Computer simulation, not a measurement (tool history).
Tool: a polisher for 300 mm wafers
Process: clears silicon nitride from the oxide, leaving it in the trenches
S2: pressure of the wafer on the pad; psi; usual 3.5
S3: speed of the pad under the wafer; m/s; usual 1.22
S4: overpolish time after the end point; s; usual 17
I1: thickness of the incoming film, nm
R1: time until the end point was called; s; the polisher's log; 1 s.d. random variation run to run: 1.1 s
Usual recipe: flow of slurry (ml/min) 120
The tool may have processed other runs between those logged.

run 1 day=0 | flow_of_slurry_(ml/min)=120 S2=3.5 S3=1.22 S4=17 | I1=151.1 | R1=123.9
run 2 day=0.275 | flow_of_slurry_(ml/min)=120 S2=3.5 S3=1.22 S4=17 | I1=148.9 | R1=123.3
run 3 day=0.733 | flow_of_slurry_(ml/min)=120 S2=3.5 S3=1.22 S4=17 | I1=153.5 | R1=125.9
run 4 day=1.438 | flow_of_slurry_(ml/min)=105 S2=3.5 S3=1.22 S4=17 | I1=150 | R1=130.1
run 5 day=1.888 | flow_of_slurry_(ml/min)=120 S2=3.5 S3=1.22 S4=17 | I1=150.8 | R1=125.1
run 6 day=2.512 | flow_of_slurry_(ml/min)=120 S2=3 S3=1.22 S4=20 | I1=146.6 | R1=133
run 7 day=3.029 | flow_of_slurry_(ml/min)=120 S2=3 S3=1.22 S4=20 | I1=148.4 | R1=132.9
run 8 day=3.542 | flow_of_slurry_(ml/min)=120 S2=3 S3=1.22 S4=20 | I1=150.3 | R1=136.1
run 9 day=4.033 | flow_of_slurry_(ml/min)=120 S2=3.5 S3=1.22 S4=17 | I1=149.4 | R1=124.2
-- day=4.262 worn pad replaced by a new one
run 10 day=4.608 | flow_of_slurry_(ml/min)=120 S2=3.5 S3=1.22 S4=17 | I1=149 | R1=120.8
run 11 day=5.021 | flow_of_slurry_(ml/min)=120 S2=3.5 S3=1.22 S4=17 | I1=149.6 | R1=123.8
run 12 day=5.688 | flow_of_slurry_(ml/min)=120 S2=3.5 S3=1.22 S4=17 | I1=152.8 | R1=126.7
run 13 day=6.454 | flow_of_slurry_(ml/min)=120 S2=3.5 S3=1.22 S4=17 | I1=148.7 | R1=124.3
run 14 day=6.804 | flow_of_slurry_(ml/min)=120 S2=3.5 S3=1.22 S4=17 | I1=148.8 | R1=124.8
run 15 day=7.321 | flow_of_slurry_(ml/min)=120 S2=3.5 S3=1.22 S4=17 | I1=152.3 | R1=125.4
run 16 day=7.821 | flow_of_slurry_(ml/min)=120 S2=3.5 S3=1.22 S4=17 | I1=150.3 | R1=125.5
-- day=8.138 worn pad replaced by a new one
run 17 day=8.421 | flow_of_slurry_(ml/min)=160 S2=3.5 S3=0.92 S4=17 | I1=149.9 | R1=156.3
-- day=8.617 head pressure recalibrated
run 18 day=9.021 | flow_of_slurry_(ml/min)=120 S2=3.5 S3=1.22 S4=17 | I1=149.1 | R1=124.4
run 19 day=9.708 | flow_of_slurry_(ml/min)=135 S2=3.5 S3=1.08 S4=17 | I1=152.2 | R1=140.3
run 20 day=10.125 | flow_of_slurry_(ml/min)=120 S2=3.5 S3=1.52 S4=9 | I1=149.3 | R1=101.4
run 21 day=10.379 | flow_of_slurry_(ml/min)=120 S2=3.5 S3=1.22 S4=17 | I1=151.7 | R1=126.2
run 22 day=10.729 | flow_of_slurry_(ml/min)=110 S2=4.2 S3=1.54 S4=17 | I1=147.8 | R1=90.8
run 23 day=11.4 | flow_of_slurry_(ml/min)=120 S2=3.5 S3=1.22 S4=17 | I1=149.6 | R1=124.6
run 24 day=12.071 | flow_of_slurry_(ml/min)=120 S2=3.5 S3=1.22 S4=17 | I1=151.4 | R1=128.7
run 25 day=12.717 | flow_of_slurry_(ml/min)=120 S2=3.5 S3=1.22 S4=17 | I1=148.9 | R1=126.7
-- day=13.362 worn pad replaced by a new one
run 26 day=13.454 | flow_of_slurry_(ml/min)=155 S2=2.7 S3=1.48 S4=8 | I1=149.2 | R1=111.6
-- day=13.696 slurry nozzle cleaned
run 27 day=13.929 | flow_of_slurry_(ml/min)=120 S2=4 S3=0.9 S4=11 | I1=150.8 | R1=172.9
run 28 day=14.271 | flow_of_slurry_(ml/min)=100 S2=3.5 S3=1.22 S4=9 | I1=150.9 | R1=147.6
run 29 day=14.525 | flow_of_slurry_(ml/min)=135 S2=4.6 S3=1.22 S4=13 | I1=148.2 | R1=109.3
run 30 day=16.271 | flow_of_slurry_(ml/min)=120 S2=3.5 S3=1.22 S4=27 | I1=150.4 | R1=136.2
-- day=16.55 slurry nozzle cleaned, repeated, since the last time left the tool worse
-- day=17.442 worn pad replaced by a new one
run 31 day=17.954 | flow_of_slurry_(ml/min)=155 S2=2.9 S3=1.22 S4=17 | I1=150.9 | R1=130
run 32 day=20.117 | flow_of_slurry_(ml/min)=140 S2=3.5 S3=1.22 S4=23 | I1=150.9 | R1=118.9

What would each run have given without the hidden state, its run-to-run variation left as it was?
Unlogged tool condition in this case: removal rate lost through wear of the pad, %; slurry flow missing at the pad, %; deviation of the head's pressure from its setpoint, %.
run=1 R1=121.1
run=2 R1=120.5
run=3 R1=122.9
run=4 R1=126.5
run=5 R1=121.9
run=6 R1=129.5
run=7 R1=129.3
run=8 R1=132.2
run=9 R1=120.6
run=10 R1=117.1
run=11 R1=120
run=12 R1=122.5
run=13 R1=120
run=14 R1=120.4
run=15 R1=120.9
run=16 R1=120.9
run=17 R1=151.8
run=18 R1=119.5
run=19 R1=135.2
run=20 R1=97.2
run=21 R1=120.9
run=22 R1=86.5
run=23 R1=119
run=24 R1=122.8
run=25 R1=120.7
run=26 R1=107.4
run=27 R1=152.8
run=28 R1=127.2
run=29 R1=97.7
run=30 R1=119.3
run=31 R1=129.7
run=32 R1=118.2

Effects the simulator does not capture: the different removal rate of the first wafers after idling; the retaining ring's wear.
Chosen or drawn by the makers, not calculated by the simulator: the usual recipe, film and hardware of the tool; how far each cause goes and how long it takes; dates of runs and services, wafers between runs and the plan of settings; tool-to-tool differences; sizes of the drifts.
